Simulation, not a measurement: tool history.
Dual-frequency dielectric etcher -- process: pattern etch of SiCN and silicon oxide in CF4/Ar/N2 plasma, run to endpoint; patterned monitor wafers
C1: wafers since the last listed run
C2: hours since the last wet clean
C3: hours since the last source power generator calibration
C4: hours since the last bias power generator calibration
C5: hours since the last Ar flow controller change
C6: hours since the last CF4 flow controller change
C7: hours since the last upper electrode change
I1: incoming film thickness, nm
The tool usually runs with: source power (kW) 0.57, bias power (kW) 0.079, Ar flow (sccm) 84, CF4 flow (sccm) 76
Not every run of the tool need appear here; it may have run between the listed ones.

run 1 hour=0 | source_power_(kW)=0.57 bias_power_(kW)=0.079 Ar_flow_(sccm)=84 CF4_flow_(sccm)=76 | C1=0 C2=459.5 C3=2557.3 C4=4358.9 C5=3995 C6=2202 C7=5740.4 | I1=12.55 | endpoint_time_(s)=11.4
run 2 hour=16.1 | source_power_(kW)=0.57 bias_power_(kW)=0.079 Ar_flow_(sccm)=84 CF4_flow_(sccm)=76 | C1=192 C2=475.6 C3=2573.4 C4=4375 C5=4011.1 C6=2218.1 C7=5756.5 | I1=12.74 | endpoint_time_(s)=11.6
run 3 hour=32.5 | source_power_(kW)=0.57 bias_power_(kW)=0.079 Ar_flow_(sccm)=84 CF4_flow_(sccm)=65 | C1=196 C2=492 C3=2589.8 C4=4391.4 C5=4027.5 C6=2234.5 C7=5772.9 | I1=12.7 | endpoint_time_(s)=11.8
run 4 hour=46.5 | source_power_(kW)=0.57 bias_power_(kW)=0.079 Ar_flow_(sccm)=84 CF4_flow_(sccm)=76 | C1=167 C2=506 C3=2603.8 C4=4405.4 C5=4041.5 C6=2248.5 C7=5786.9 | I1=12.64 | endpoint_time_(s)=11.6
run 5 hour=61.4 | source_power_(kW)=0.57 bias_power_(kW)=0.079 Ar_flow_(sccm)=84 CF4_flow_(sccm)=76 | C1=178 C2=520.9 C3=2618.7 C4=4420.3 C5=4056.4 C6=2263.4 C7=5801.8 | I1=12.8 | endpoint_time_(s)=11.6
-- hour=68 Ar flow controller replaced
-- hour=104.5 CF4 flow controller replaced
-- hour=113.5 upper electrode replaced
-- hour=124.9 wet clean of the chamber
-- hour=128.5 bias power generator calibrated
run 6 hour=129 | source_power_(kW)=0.57 bias_power_(kW)=0.089 Ar_flow_(sccm)=70 CF4_flow_(sccm)=76 | C1=377 C2=4.1 C3=2686.3 C4=0.5 C5=61 C6=24.5 C7=15.5 | I1=12.82 | endpoint_time_(s)=11.2
run 7 hour=129.3 | source_power_(kW)=0.57 bias_power_(kW)=0.079 Ar_flow_(sccm)=84 CF4_flow_(sccm)=76 | C1=3 C2=4.4 C3=2686.6 C4=0.8 C5=61.3 C6=24.8 C7=15.8 | I1=12.73 | endpoint_time_(s)=12.1
run 8 hour=129.7 | source_power_(kW)=0.57 bias_power_(kW)=0.079 Ar_flow_(sccm)=84 CF4_flow_(sccm)=76 | C1=4 C2=4.8 C3=2687 C4=1.2 C5=61.7 C6=25.2 C7=16.2 | I1=12.56 | endpoint_time_(s)=12
run 9 hour=130 | source_power_(kW)=0.69 bias_power_(kW)=0.079 Ar_flow_(sccm)=98 CF4_flow_(sccm)=76 | C1=3 C2=5.1 C3=2687.3 C4=1.5 C5=62 C6=25.5 C7=16.5 | I1=12.73 | endpoint_time_(s)=10.2
-- hour=139.6 source power generator calibrated
-- hour=159.1 wet clean of the chamber, repeated, since the last time left the tool worse
run 10 hour=159.6 | source_power_(kW)=0.57 bias_power_(kW)=0.079 Ar_flow_(sccm)=84 CF4_flow_(sccm)=71 | C1=72 C2=0.5 C3=20 C4=31.1 C5=91.6 C6=55.1 C7=46.1 | I1=12.67 | endpoint_time_(s)=11.3
run 11 hour=159.9 | source_power_(kW)=0.63 bias_power_(kW)=0.079 Ar_flow_(sccm)=84 CF4_flow_(sccm)=76 | C1=3 C2=0.8 C3=20.3 C4=31.4 C5=91.9 C6=55.4 C7=46.4 | I1=12.63 | endpoint_time_(s)=10.1
run 12 hour=160.2 | source_power_(kW)=0.57 bias_power_(kW)=0.079 Ar_flow_(sccm)=90 CF4_flow_(sccm)=94 | C1=3 C2=1.1 C3=20.6 C4=31.7 C5=92.2 C6=55.7 C7=46.7 | I1=12.84 | endpoint_time_(s)=11.2
run 13 hour=167.1 | source_power_(kW)=0.44 bias_power_(kW)=0.079 Ar_flow_(sccm)=94 CF4_flow_(sccm)=92 | C1=82 C2=8 C3=27.5 C4=38.6 C5=99.1 C6=62.6 C7=53.6 | I1=12.64 | endpoint_time_(s)=14.5
run 14 hour=180.4 | source_power_(kW)=0.65 bias_power_(kW)=0.079 Ar_flow_(sccm)=84 CF4_flow_(sccm)=76 | C1=159 C2=21.3 C3=40.8 C4=51.9 C5=112.4 C6=75.9 C7=66.9 | I1=12.73 | endpoint_time_(s)=9.9
run 15 hour=201.3 | source_power_(kW)=0.57 bias_power_(kW)=0.079 Ar_flow_(sccm)=84 CF4_flow_(sccm)=76 | C1=249 C2=42.2 C3=61.7 C4=72.8 C5=133.3 C6=96.8 C7=87.8 | I1=12.48 | endpoint_time_(s)=11.2
run 16 hour=209.9 | source_power_(kW)=0.63 bias_power_(kW)=0.079 Ar_flow_(sccm)=84 CF4_flow_(sccm)=76 | C1=102 C2=50.8 C3=70.3 C4=81.4 C5=141.9 C6=105.4 C7=96.4 | I1=12.77 | endpoint_time_(s)=10.4

Consider 5 possible next runs. They are alternatives, not a sequence: every one starts from the tool as it was left by run 16. What does each give?
run A hour=210.3 | source_power_(kW)=0.57 bias_power_(kW)=0.079 Ar_flow_(sccm)=84 CF4_flow_(sccm)=76 | C1=4 C2=51.2 C3=70.7 C4=81.8 C5=142.3 C6=105.8 C7=96.8 | I1=12.73 | endpoint_time_(s)=?
run B hour=210.3 | source_power_(kW)=0.57 bias_power_(kW)=0.079 Ar_flow_(sccm)=97 CF4_flow_(sccm)=83 | C1=4 C2=51.2 C3=70.7 C4=81.8 C5=142.3 C6=105.8 C7=96.8 | I1=12.73 | endpoint_time_(s)=?
run C hour=210.3 | source_power_(kW)=0.57 bias_power_(kW)=0.072 Ar_flow_(sccm)=72 CF4_flow_(sccm)=76 | C1=4 C2=51.2 C3=70.7 C4=81.8 C5=142.3 C6=105.8 C7=96.8 | I1=12.73 | endpoint_time_(s)=?
run D hour=210.3 | source_power_(kW)=0.57 bias_power_(kW)=0.079 Ar_flow_(sccm)=71 CF4_flow_(sccm)=62 | C1=4 C2=51.2 C3=70.7 C4=81.8 C5=142.3 C6=105.8 C7=96.8 | I1=12.73 | endpoint_time_(s)=?
run E hour=210.3 | source_power_(kW)=0.69 bias_power_(kW)=0.096 Ar_flow_(sccm)=84 CF4_flow_(sccm)=76 | C1=4 C2=51.2 C3=70.7 C4=81.8 C5=142.3 C6=105.8 C7=96.8 | I1=12.73 | endpoint_time_(s)=?

run=A endpoint_time_(s)=11.4
run=B endpoint_time_(s)=11.4
run=C endpoint_time_(s)=11.7
run=D endpoint_time_(s)=11.5
run=E endpoint_time_(s)=8.5
What these runs would have given with no unlogged condition in the tool:
run=A endpoint_time_(s)=11.3
run=B endpoint_time_(s)=11.3
run=C endpoint_time_(s)=11.7
run=D endpoint_time_(s)=11.4
run=E endpoint_time_(s)=8.5

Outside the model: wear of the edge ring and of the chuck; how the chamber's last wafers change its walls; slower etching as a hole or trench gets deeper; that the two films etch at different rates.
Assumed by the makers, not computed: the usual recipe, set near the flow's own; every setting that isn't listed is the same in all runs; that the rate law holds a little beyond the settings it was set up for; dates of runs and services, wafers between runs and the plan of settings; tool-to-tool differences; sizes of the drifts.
